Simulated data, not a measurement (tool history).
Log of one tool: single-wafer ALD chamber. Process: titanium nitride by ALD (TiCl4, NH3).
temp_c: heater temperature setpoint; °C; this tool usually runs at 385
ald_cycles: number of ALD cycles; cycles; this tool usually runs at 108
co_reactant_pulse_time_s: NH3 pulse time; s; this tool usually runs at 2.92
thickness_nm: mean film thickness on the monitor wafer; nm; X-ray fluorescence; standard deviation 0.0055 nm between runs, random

run,hour,temp_c,ald_cycles,co_reactant_pulse_time_s,"read-back reference wafer on the same gauge, thickness_nm",thickness_nm
1,0,390,108,2.92,2.115,2.226
2,17.9,373,97,2.92,2.115,1.968
3,45.3,373,97,2.92,2.116,1.978
4,73.6,373,97,2.92,2.12,1.976
5,83.4,385,116,2.26,2.12,2.372
6,91.6,385,94,2.92,2.12,1.931
7,103.9,385,94,2.92,2.121,1.938
8,118.1,385,113,2.92,2.124,2.333
9,129.5,385,113,2.92,2.127,2.336
10,136.5,385,113,2.92,2.127,2.331
11,150.3,385,108,2.92,2.127,2.234
12,165.4,385,108,2.92,2.13,2.232
13,174,385,108,2.92,2.133,2.235
14,181.4,389,108,2.92,2.134,2.241
15,191.4,385,108,2.92,2.137,2.237
16,206.4,392,108,1.76,2.138,2.242

Run 17 is up next; what results do you expect?
17,219.6,400,126,3.57,?,?

read-back reference wafer on the same gauge, thickness_nm: 2.137
thickness_nm: 2.654 nm
If the tool had no hidden condition, the same run with the same run-to-run variation would have returned thickness_nm 2.617 nm.

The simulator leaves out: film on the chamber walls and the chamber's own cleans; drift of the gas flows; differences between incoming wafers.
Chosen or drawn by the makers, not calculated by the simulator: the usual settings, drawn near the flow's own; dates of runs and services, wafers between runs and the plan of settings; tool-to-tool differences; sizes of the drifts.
